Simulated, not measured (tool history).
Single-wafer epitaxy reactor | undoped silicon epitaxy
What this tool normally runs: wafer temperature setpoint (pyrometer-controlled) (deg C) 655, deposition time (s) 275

run     day  wafer temperature setpoint (pyrometer-controlled) (deg C)  deposition time (s)  wafers since the last listed run  hours since the last pyrometer calibration  hours since the gauge calibration  read-back reference wafer on the same gauge, thickness_nm  mean film thickness on the monitor wafer (nm)
  1   0.000                                                        651                  275                                 0                                       712.2                             1095.8                                                     44.646                                         43.255
  2   4.100                                                        660                  275                               761                                       810.6                             1194.2                                                     44.586                                         53.866
  3   7.725                                                        660                  275                               673                                       897.6                             1281.2                                                     44.527                                         54.067
  4  10.167                                                        666                  275                               453                                       956.2                             1339.8                                                     44.551                                         62.590
  5  14.308                                                        666                  275                               769                                      1055.6                             1439.2                                                     44.668                                         62.548
     18.083  -- pyrometer calibrated
  6  18.104                                                        655                  275                               643                                         0.5                             1530.3                                                     44.614                                         47.817
  7  22.321                                                        655                  275                               783                                       101.7                             1631.5                                                     44.617                                         47.875
     23.067  -- gauge calibrated
  8  24.250                                                        655                  275                               358                                       148.0                               28.4                                                     44.659                                         48.116
  9  28.371                                                        655                  275                               765                                       246.9                              127.3                                                     44.598                                         47.652
 10  31.292                                                        665                  299                               542                                       317.0                              197.4                                                     44.556                                         66.163
 11  32.996                                                        664                  238                               316                                       357.9                              238.3                                                     44.645                                         51.328
 12  35.404                                                        655                  275                               447                                       415.7                              296.1                                                     44.574                                         48.036
 13  37.862                                                        655                  275                               456                                       474.7                              355.1                                                     44.618                                         47.973
 14  42.192                                                        644                  275                               804                                       578.6                              459.0                                                     44.600                                         36.403
 15  45.450                                                        648                  241                               605                                       656.8                              537.2                                                     44.576                                         35.178
 16  46.954                                                        661                  260                               279                                       692.9                              573.3                                                     44.582                                         52.284
 17  48.800                                                        660                  254                               342                                       737.2                              617.6                                                     44.597                                         49.997
 18  52.304                                                        662                  242                               651                                       821.3                              701.7                                                     44.564                                         50.011

Here are 4 independent what-if runs from the current tool condition. What would each one return?
  A  52.325                                                        655                  318                                 3                                       821.8                              702.2                                                          ?                                              ?
  B  52.325                                                        661                  302                                 3                                       821.8                              702.2                                                          ?                                              ?
  C  52.325                                                        655                  317                                 3                                       821.8                              702.2                                                          ?                                              ?
  D  52.325                                                        643                  255                                 3                                       821.8                              702.2                                                          ?                                              ?

run  read-back reference wafer on the same gauge, thickness_nm  mean film thickness on the monitor wafer (nm)
  A                                                     44.589                                         55.362
  B                                                     44.589                                         60.863
  C                                                     44.589                                         55.188
  D                                                     44.589                                         32.912
Stripped of hidden state, with their random variation kept, the same runs would have yielded:
run  mean film thickness on the monitor wafer (nm)
  A                                         55.362
  B                                         60.863
  C                                         55.188
  D                                         32.912

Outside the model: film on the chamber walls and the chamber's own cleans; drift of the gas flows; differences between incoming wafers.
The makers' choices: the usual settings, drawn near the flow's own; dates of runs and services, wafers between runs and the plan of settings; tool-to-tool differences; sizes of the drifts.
